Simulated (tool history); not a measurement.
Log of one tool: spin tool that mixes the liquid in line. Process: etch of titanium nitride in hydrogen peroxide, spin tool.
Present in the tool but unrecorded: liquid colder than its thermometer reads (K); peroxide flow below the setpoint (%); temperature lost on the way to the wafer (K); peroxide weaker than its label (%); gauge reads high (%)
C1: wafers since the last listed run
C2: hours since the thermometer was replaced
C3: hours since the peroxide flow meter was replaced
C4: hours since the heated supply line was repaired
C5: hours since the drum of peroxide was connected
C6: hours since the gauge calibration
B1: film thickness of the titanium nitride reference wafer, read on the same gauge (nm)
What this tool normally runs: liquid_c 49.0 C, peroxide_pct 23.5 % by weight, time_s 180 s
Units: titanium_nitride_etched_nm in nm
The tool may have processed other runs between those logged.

run 1 hour=0.0 | liquid_c=49.0 peroxide_pct=23.5 time_s=180 | C1=0 C2=1242.5 C3=1025.9 C4=528.9 C5=1151.9 C6=1178.4 | B1=100.00 | titanium_nitride_etched_nm=10.09
run 2 hour=49.4 | liquid_c=49.0 peroxide_pct=23.5 time_s=180 | C1=219 C2=1291.9 C3=1075.3 C4=578.3 C5=1201.3 C6=1227.8 | B1=100.00 | titanium_nitride_etched_nm=9.99
-- hour=55.2 peroxide flow meter replaced
run 3 hour=76.8 | liquid_c=42.5 peroxide_pct=21.5 time_s=180 | C1=117 C2=1319.3 C3=21.6 C4=605.7 C5=1228.7 C6=1255.2 | B1=100.02 | titanium_nitride_etched_nm=6.29
run 4 hour=141.5 | liquid_c=42.5 peroxide_pct=21.5 time_s=180 | C1=288 C2=1384.0 C3=86.3 C4=670.4 C5=1293.4 C6=1319.9 | B1=100.00 | titanium_nitride_etched_nm=6.13
-- hour=161.0 new drum of peroxide connected
run 5 hour=222.4 | liquid_c=46.5 peroxide_pct=23.5 time_s=180 | C1=355 C2=1464.9 C3=167.2 C4=751.3 C5=61.4 C6=1400.8 | B1=99.98 | titanium_nitride_etched_nm=8.48
-- hour=234.9 thermometer replaced
run 6 hour=246.7 | liquid_c=46.5 peroxide_pct=23.5 time_s=180 | C1=103 C2=11.8 C3=191.5 C4=775.6 C5=85.7 C6=1425.1 | B1=100.00 | titanium_nitride_etched_nm=8.50
run 7 hour=314.2 | liquid_c=46.5 peroxide_pct=23.5 time_s=180 | C1=300 C2=79.3 C3=259.0 C4=843.1 C5=153.2 C6=1492.6 | B1=100.00 | titanium_nitride_etched_nm=8.56
run 8 hour=340.9 | liquid_c=39.0 peroxide_pct=29.5 time_s=80 | C1=118 C2=106.0 C3=285.7 C4=869.8 C5=179.9 C6=1519.3 | B1=100.00 | titanium_nitride_etched_nm=2.21
run 9 hour=372.6 | liquid_c=53.0 peroxide_pct=26.5 time_s=220 | C1=141 C2=137.7 C3=317.4 C4=901.5 C5=211.6 C6=1551.0 | B1=100.01 | titanium_nitride_etched_nm=16.79
-- hour=379.2 gauge calibrated
run 10 hour=410.1 | liquid_c=56.5 peroxide_pct=25.5 time_s=105 | C1=166 C2=175.2 C3=354.9 C4=939.0 C5=249.1 C6=30.9 | B1=100.01 | titanium_nitride_etched_nm=10.23
run 11 hour=464.4 | liquid_c=49.0 peroxide_pct=23.5 time_s=180 | C1=241 C2=229.5 C3=409.2 C4=993.3 C5=303.4 C6=85.2 | B1=99.99 | titanium_nitride_etched_nm=10.07
-- hour=488.4 heated supply line repaired
run 12 hour=498.9 | liquid_c=49.0 peroxide_pct=19.5 time_s=180 | C1=149 C2=264.0 C3=443.7 C4=10.5 C5=337.9 C6=119.7 | B1=99.99 | titanium_nitride_etched_nm=10.06
run 13 hour=563.4 | liquid_c=53.0 peroxide_pct=26.5 time_s=180 | C1=287 C2=328.5 C3=508.2 C4=75.0 C5=402.4 C6=184.2 | B1=99.99 | titanium_nitride_etched_nm=14.19
run 14 hour=603.0 | liquid_c=41.0 peroxide_pct=19.5 time_s=180 | C1=176 C2=368.1 C3=547.8 C4=114.6 C5=442.0 C6=223.8 | B1=100.01 | titanium_nitride_etched_nm=5.48
run 15 hour=644.0 | liquid_c=58.0 peroxide_pct=30.0 time_s=180 | C1=182 C2=409.1 C3=588.8 C4=155.6 C5=483.0 C6=264.8 | B1=100.01 | titanium_nitride_etched_nm=20.59
run 16 hour=677.0 | liquid_c=39.0 peroxide_pct=17.0 time_s=180 | C1=146 C2=442.1 C3=621.8 C4=188.6 C5=516.0 C6=297.8 | B1=100.00 | titanium_nitride_etched_nm=4.48
run 17 hour=731.8 | liquid_c=57.5 peroxide_pct=19.5 time_s=90 | C1=244 C2=496.9 C3=676.6 C4=243.4 C5=570.8 C6=352.6 | B1=100.02 | titanium_nitride_etched_nm=8.99
run 18 hour=781.1 | liquid_c=49.0 peroxide_pct=23.5 time_s=180 | C1=219 C2=546.2 C3=725.9 C4=292.7 C5=620.1 C6=401.9 | B1=100.01 | titanium_nitride_etched_nm=10.16
run 19 hour=831.7 | liquid_c=56.5 peroxide_pct=25.5 time_s=105 | C1=225 C2=596.8 C3=776.5 C4=343.3 C5=670.7 C6=452.5 | B1=100.00 | titanium_nitride_etched_nm=10.19
run 20 hour=871.2 | liquid_c=49.0 peroxide_pct=28.5 time_s=290 | C1=175 C2=636.3 C3=816.0 C4=382.8 C5=710.2 C6=492.0 | B1=100.00 | titanium_nitride_etched_nm=17.15
run 21 hour=907.1 | liquid_c=49.0 peroxide_pct=18.0 time_s=150 | C1=159 C2=672.2 C3=851.9 C4=418.7 C5=746.1 C6=527.9 | B1=99.97 | titanium_nitride_etched_nm=8.03
run 22 hour=940.2 | liquid_c=57.0 peroxide_pct=18.0 time_s=255 | C1=147 C2=705.3 C3=885.0 C4=451.8 C5=779.2 C6=561.0 | B1=100.01 | titanium_nitride_etched_nm=23.97
run 23 hour=1007.7 | liquid_c=49.0 peroxide_pct=23.5 time_s=180 | C1=300 C2=772.8 C3=952.5 C4=519.3 C5=846.7 C6=628.5 | B1=100.00 | titanium_nitride_etched_nm=10.11
run 24 hour=1048.3 | liquid_c=41.5 peroxide_pct=26.0 time_s=245 | C1=180 C2=813.4 C3=993.1 C4=559.9 C5=887.3 C6=669.1 | B1=99.98 | titanium_nitride_etched_nm=7.93

A few steps of titanium_nitride_etched_nm between consecutive runs. Split each: what settings, incoming material and random variation would produce without the hidden state, and what is left over for the hidden state, along with gauge scatter present in only one of the two compared results (measured, and without hidden state):
Run 8 -> 9: liquid_c 39.0 -> 53.0, peroxide_pct 29.5 -> 26.5, time_s 80 -> 220. titanium_nitride_etched_nm +14.58 nm: hidden state -0.68, all else +15.26.
Run 15 -> 16: liquid_c 58.0 -> 39.0, peroxide_pct 30.0 -> 17.0. titanium_nitride_etched_nm -16.11 nm: hidden state +0.39, all else -16.50.
Run 21 -> 22: liquid_c 49.0 -> 57.0, time_s 150 -> 255. titanium_nitride_etched_nm +15.94 nm: hidden state -0.71, all else +16.65.
